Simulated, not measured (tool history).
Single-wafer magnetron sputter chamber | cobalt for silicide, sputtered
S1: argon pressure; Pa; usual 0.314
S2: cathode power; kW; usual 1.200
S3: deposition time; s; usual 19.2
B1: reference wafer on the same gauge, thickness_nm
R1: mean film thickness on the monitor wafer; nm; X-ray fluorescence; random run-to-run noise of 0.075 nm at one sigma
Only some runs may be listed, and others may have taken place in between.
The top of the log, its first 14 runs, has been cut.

At hour 344.5: sputter target and shields replaced.
Run 15, hour 345.0: usual settings; B1 14.515. Result: R1 13.007 nm.
Run 16, hour 368.5: usual settings; B1 14.506. Result: R1 13.126 nm.
At hour 371.5: gauge calibrated.
At hour 377.4: capacitance manometer re-zeroed and calibrated.
Run 17, hour 388.8: usual settings; B1 14.512. Result: R1 13.111 nm.
Run 18, hour 409.0: usual settings but S2 1.450 kW, S3 17.0 s; B1 14.505. Result: R1 14.098 nm.
Run 19, hour 439.7: usual settings; B1 14.478. Result: R1 13.139 nm.
Run 20, hour 471.7: usual settings but S2 1.400 kW; B1 14.515. Result: R1 15.145 nm.
Run 21, hour 486.5: usual settings; B1 14.509. Result: R1 12.774 nm.
Run 22, hour 517.8: usual settings but S1 0.244 Pa, S2 1.300 kW, S3 15.9 s; B1 14.502. Result: R1 11.666 nm.
Run 23, hour 534.1: usual settings but S2 1.400 kW, S3 16.0 s; B1 14.508. Result: R1 12.264 nm.
At hour 555.4: magnet pack replaced, of another model than before.
Run 24, hour 555.9: usual settings but S2 1.000 kW; B1 14.472. Result: R1 10.522 nm.
At hour 586.1: sputter target and shields replaced.
Run 25, hour 647.1: usual settings but S1 0.196 Pa; B1 14.548. Result: R1 14.084 nm.
Run 26, hour 681.8: usual settings but S1 0.403 Pa, S2 1.400 kW; B1 14.521. Result: R1 14.461 nm.
Run 27, hour 716.9: usual settings but S2 0.950 kW; B1 14.482. Result: R1 10.191 nm.
Run 28, hour 732.6: usual settings but S1 0.250 Pa, S2 0.950 kW, S3 20.2 s; B1 14.543. Result: R1 11.064 nm.
Run 29, hour 759.6: usual settings but S1 0.383 Pa, S2 1.050 kW; B1 14.524. Result: R1 10.777 nm.
Run 30, hour 794.8: usual settings but S2 1.450 kW, S3 17.0 s; B1 14.506. Result: R1 13.555 nm.
Run 31, hour 818.3: usual settings but S2 1.350 kW; B1 14.480. Result: R1 14.058 nm.
At hour 844.5: sputter target and shields replaced.
Run 32, hour 845.0: usual settings; B1 14.515. Result: R1 13.162 nm.

What if the next run were any one of these 5? Each begins from the tool's condition after run 32:
Run A, hour 845.4: usual settings but S3 17.6 s; B1 ?. Result: R1 ?.
Run B, hour 845.4: usual settings but S1 0.348 Pa, S2 1.400 kW, S3 22.7 s; B1 ?. Result: R1 ?.
Run C, hour 845.4: usual settings but S1 0.412 Pa, S2 1.350 kW; B1 ?. Result: R1 ?.
Run D, hour 845.4: usual settings but S2 1.450 kW, S3 15.7 s; B1 ?. Result: R1 ?.
Run E, hour 845.4: usual settings but S1 0.281 Pa, S3 20.6 s; B1 ?. Result: R1 ?.

run      B1      R1
  A  14.506  12.135
  B  14.506  17.907
  C  14.506  14.083
  D  14.506  13.080
  E  14.506  14.478
Without the tool's unlogged condition, the same runs would have read:
run      R1
  A  12.142
  B  17.917
  C  14.091
  D  13.088
  E  14.486
